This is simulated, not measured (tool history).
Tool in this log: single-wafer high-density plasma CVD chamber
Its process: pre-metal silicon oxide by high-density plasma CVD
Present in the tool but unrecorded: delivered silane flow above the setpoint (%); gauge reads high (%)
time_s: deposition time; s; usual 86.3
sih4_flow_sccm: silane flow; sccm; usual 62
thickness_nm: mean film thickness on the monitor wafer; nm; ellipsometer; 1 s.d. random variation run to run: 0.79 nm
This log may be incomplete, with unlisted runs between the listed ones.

run   hour  time_s  sih4_flow_sccm  wafers since the last listed run  hours since the silane flow controller was replaced  hours since the gauge calibration  read-back reference wafer on the same gauge, thickness_nm  thickness_nm
  1    0.0    93.6              62                                 0                                               3845.0                              152.3                                                    506.210       599.108
  2   15.7    93.6              62                               244                                               3860.7                              168.0                                                    506.094       598.127
  3   36.8    93.6              62                               329                                               3881.8                              189.1                                                    506.296       598.589
  4   61.3    86.3              62                               382                                               3906.3                              213.6                                                    505.886       552.605
  5   86.9    86.3              69                               399                                               3931.9                              239.2                                                    506.013       613.053
  6  118.2    86.3              62                               488                                               3963.2                              270.5                                                    506.516       551.063
  7  137.7    86.3              62                               304                                               3982.7                              290.0                                                    506.394       550.547
  8  154.6    82.7              62                               263                                               3999.6                              306.9                                                    506.372       528.084
     173.1  -- gauge calibrated
  9  176.7    82.7              62                               344                                               4021.7                                3.6                                                    506.065       528.077
 10  193.7    71.4              57                               265                                               4038.7                               20.6                                                    505.835       419.721
     209.1  -- silane flow controller replaced
 11  222.0    77.1              65                               316                                                 12.9                               48.9                                                    505.734       496.864
 12  239.8    70.1              54                               277                                                 30.7                               66.7                                                    505.816       376.411
 13  265.7    86.3              62                               403                                                 56.6                               92.6                                                    505.948       529.431
 14  287.1    86.3              74                               333                                                 78.0                              114.0                                                    505.918       634.434
 15  302.5    86.3              62                               240                                                 93.4                              129.4                                                    506.389       531.285
 16  326.7    77.1              65                               377                                                117.6                              153.6                                                    506.186       498.674
 17  351.4    86.3              50                               385                                                142.3                              178.3                                                    505.846       429.337
 18  375.9    95.1              69                               382                                                166.8                              202.8                                                    505.759       654.617
 19  392.3    95.4              56                               255                                                183.2                              219.2                                                    506.057       532.653

Below are 3 alternative next runs, each starting from the tool's condition after run 19. Predict each:
  A  392.7    86.3              62                                 6                                                183.6                              219.6                                                          ?             ?
  B  392.7    73.5              68                                 6                                                183.6                              219.6                                                          ?             ?
  C  392.7    97.5              70                                 6                                                183.6                              219.6                                                          ?             ?

run  read-back reference wafer on the same gauge, thickness_nm  thickness_nm
  A                                                    506.122       532.806
  B                                                    506.122       497.695
  C                                                    506.122       679.625
What these runs would have given with no unlogged condition in the tool:
run  thickness_nm
  A       527.016
  B       492.286
  C       672.240
